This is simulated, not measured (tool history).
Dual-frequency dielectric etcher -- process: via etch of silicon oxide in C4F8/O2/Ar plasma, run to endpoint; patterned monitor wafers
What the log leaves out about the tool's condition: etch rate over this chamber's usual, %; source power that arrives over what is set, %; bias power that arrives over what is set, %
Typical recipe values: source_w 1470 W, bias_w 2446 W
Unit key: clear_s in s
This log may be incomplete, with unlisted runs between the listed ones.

run    hour  source_w  bias_w  wafers since the last listed run  hours since the last wet clean  hours since the last source power generator calibration  hours since the last bias power generator calibration  hours since the last upper electrode change  incoming incoming film thickness, nm  clear_s
  1     0.0      1760    2446                                 0                             2.5                                                   3006.2                                                 2578.9                                       2917.8                                1986.0    407.5
  2    67.5      1470    2446                               309                            70.0                                                   3073.7                                                 2646.4                                       2985.3                                1970.4    429.1
  3   111.9      1470    2446                               203                           114.4                                                   3118.1                                                 2690.8                                       3029.7                                1970.6    426.0
  4   137.6      1470    2446                               117                           140.1                                                   3143.8                                                 2716.5                                       3055.4                                1958.3    417.7
  5   190.2      1470    2446                               241                           192.7                                                   3196.4                                                 2769.1                                       3108.0                                1981.5    429.4
  6   230.8      1470    2248                               186                           233.3                                                   3237.0                                                 2809.7                                       3148.6                                1968.5    438.5
  7   274.2      1470    2797                               199                           276.7                                                   3280.4                                                 2853.1                                       3192.0                                1986.3    405.3
  8   321.5      1470    2797                               216                           324.0                                                   3327.7                                                 2900.4                                       3239.3                                1957.5    395.6
  9   378.3      1470    2797                               260                           380.8                                                   3384.5                                                 2957.2                                       3296.1                                1959.5    396.9
 10   453.0      1470    2446                               342                           455.5                                                   3459.2                                                 3031.9                                       3370.8                                1977.7    417.3
 11   483.0      1470    2446                               137                           485.5                                                   3489.2                                                 3061.9                                       3400.8                                1970.7    414.8
      519.4  -- wet clean of the chamber
 12   527.5      1470    2115                                94                             8.1                                                   3533.7                                                 3106.4                                       3445.3                                1989.1    458.1
 13   577.6      1470    2446                               229                            58.2                                                   3583.8                                                 3156.5                                       3495.4                                1966.0    427.4
      596.5  -- source power generator calibrated
 14   789.9      1470    2446                               955                           270.5                                                    193.4                                                 3368.8                                       3707.7                                1990.7    426.5
 15   852.1      1470    2446                               285                           332.7                                                    255.6                                                 3431.0                                       3769.9                                1980.9    419.7
 16   918.8      1630    2204                               305                           399.4                                                    322.3                                                 3497.7                                       3836.6                                1984.8    408.7
 17   958.6      1470    2446                               182                           439.2                                                    362.1                                                 3537.5                                       3876.4                                1968.6    414.0
      988.4  -- wet clean of the chamber
 18   997.4      1660    2446                                67                             9.0                                                    400.9                                                 3576.3                                       3915.2                                1997.0    417.0
 19  1060.2      1470    2446                               288                            71.8                                                    463.7                                                 3639.1                                       3978.0                                1987.6    433.7
 20  1125.2      1170    2097                               298                           136.8                                                    528.7                                                 3704.1                                       4043.0                                2006.8    492.2
     1242.6  -- bias power generator calibrated
 21  1269.3      1770    2195                               642                           280.9                                                    672.8                                                   26.7                                       4187.1                                1961.9    399.0
 22  1295.1      1100    2663                               118                           306.7                                                    698.6                                                   52.5                                       4212.9                                1963.9    448.3
     1344.2  -- upper electrode replaced
 23  1361.3      1840    2268                               193                           372.9                                                    764.8                                                  118.7                                         17.1                                1975.5    395.1
     1436.1  -- wet clean of the chamber
 24  1436.6      1310    2789                               235                             0.5                                                    840.1                                                  194.0                                         92.4                                1967.4    426.8
 25  1498.1      1180    2783                               282                            62.0                                                    901.6                                                  255.5                                        153.9                                1983.2    443.6
 26  1544.9      1150    2807                               214                           108.8                                                    948.4                                                  302.3                                        200.7                                1993.8    441.1
 27  1573.1      1760    2663                               129                           137.0                                                    976.6                                                  330.5                                        228.9                                1993.9    390.7
 28  1606.1      1470    2446                               151                           170.0                                                   1009.6                                                  363.5                                        261.9                                1962.6    428.1
 29  1631.0      1470    2158                               114                           194.9                                                   1034.5                                                  388.4                                        286.8                                1981.2    442.4
 30  1701.5      1470    2446                               323                           265.4                                                   1105.0                                                  458.9                                        357.3                                1974.3    427.6
 31  1773.0      1470    2446                               327                           336.9                                                   1176.5                                                  530.4                                        428.8                                1983.3    422.5
 32  1844.5      1470    1971                               327                           408.4                                                   1248.0                                                  601.9                                        500.3                                1972.0    452.1
     1988.8  -- wet clean of the chamber
 33  2022.5      1590    2833                               706                            33.7                                                   1426.0                                                  779.9                                        678.3                                1979.1    401.0
 34  2065.3      1630    2652                               196                            76.5                                                   1468.8                                                  822.7                                        721.1                                2007.0    409.9
 35  2102.5      1470    2446                               170                           113.7                                                   1506.0                                                  859.9                                        758.3                                1980.5    425.6
 36  2152.7      1470    2446                               230                           163.9                                                   1556.2                                                  910.1                                        808.5                                1980.3    428.8

Give the tool's hidden conditions for every run:
source power that arrives over what is set, %: 0 at every run
bias power that arrives over what is set, %: 0 at every run
H1: etch rate over this chamber's usual, %
run      H1
  1   0.128
  2   0.807
  3    1.25
  4    1.51
  5    2.04
  6    2.45
  7    2.89
  8    3.36
  9    3.93
 10    4.69
 11    4.99
 12   0.572
 13    1.08
 14    3.21
 15    3.84
 16    4.51
 17    4.91
 18     0.2
 19   0.831
 20    1.49
 21    2.94
 22    3.19
 23    3.86
 24  -0.174
 25   0.445
 26   0.916
 27     1.2
 28    1.53
 29    1.78
 30    2.49
 31    3.21
 32    3.93
 33   0.246
 34   0.676
 35    1.05
 36    1.56
